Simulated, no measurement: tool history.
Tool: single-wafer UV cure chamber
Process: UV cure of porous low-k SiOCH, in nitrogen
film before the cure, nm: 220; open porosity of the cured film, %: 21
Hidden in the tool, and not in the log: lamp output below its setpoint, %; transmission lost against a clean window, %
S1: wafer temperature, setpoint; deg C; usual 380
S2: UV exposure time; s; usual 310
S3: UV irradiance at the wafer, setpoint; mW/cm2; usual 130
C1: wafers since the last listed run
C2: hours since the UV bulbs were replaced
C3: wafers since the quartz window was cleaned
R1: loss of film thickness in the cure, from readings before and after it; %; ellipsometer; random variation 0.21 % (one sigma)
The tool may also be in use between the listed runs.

run    hour   S1   S2   S3    C1      C2    C3      R1
  1       0  380  310  130     0  1958.2  2468  11.353
  2    55.8  380  310  130   480    2014  2949  11.266
  3    93.3  380  310  130   323  2051.5  3272  11.295
      107.2  -- quartz window cleaned
  4   158.2  368  310  130   490  2116.4   439  10.768
  5   252.9  368  310  130   816  2211.1  1256  10.574
  6   337.4  380  225  130   728  2295.6  1984   9.443
  7   411.1  380  225  130   635  2369.3  2619   9.284
      510.9  -- quartz window cleaned
      587.2  -- UV bulbs replaced
  8   689.4  380  310  130  2260   102.2  1469  12.916
  9   786.6  380  310  130   837   199.4  2306  12.968
 10   825.9  380  310  130   338   238.7  2645  12.668
      921.2  -- quartz window cleaned
 11   921.7  380  310  130   756   334.5     4  12.624
 12   986.5  380  310  130   558   399.3   563  12.855
 13  1049.3  387  220  116   541   462.1  1104  10.862
 14  1117.3  380  310  130   586   530.1  1690  12.464
 15  1160.7  389  490  115   374   573.5  2064  14.242
 16  1261.9  380  485  130   872   674.7  2936  14.252
     1295.8  -- quartz window cleaned
 17  1345.6  380  310  130   652   758.4   429   12.69
 18  1411.3  374  420   91   566   824.1   995  12.028
 19  1492.8  391  405  150   702   905.6  1698  14.175
 20  1567.1  380  310  111   640   979.9  2338  11.759
 21  1648.7  388  310  130   703  1061.5  3041  12.072
     1695.7  -- quartz window cleaned
 22    1705  374  420   91   416  1117.8    79  11.847
 23  1759.3  391  405  150   467  1172.1   547  14.107
 24  1798.8  380  310  156   340  1211.6   888  12.826

The same runs without the tool's hidden state, with the same run-to-run variation:
run      R1
  1  12.892
  2  12.901
  3  13.011
  4  12.564
  5  12.553
  6   11.57
  7  11.577
  8  13.116
  9  13.179
 10   12.88
 11  12.852
 12  13.103
 13  11.115
 14  12.744
 15  14.545
 16   14.59
 17  13.073
 18  12.433
 19  14.634
 20  12.261
 21  12.617
 22  12.442
 23   14.76
 24  13.503
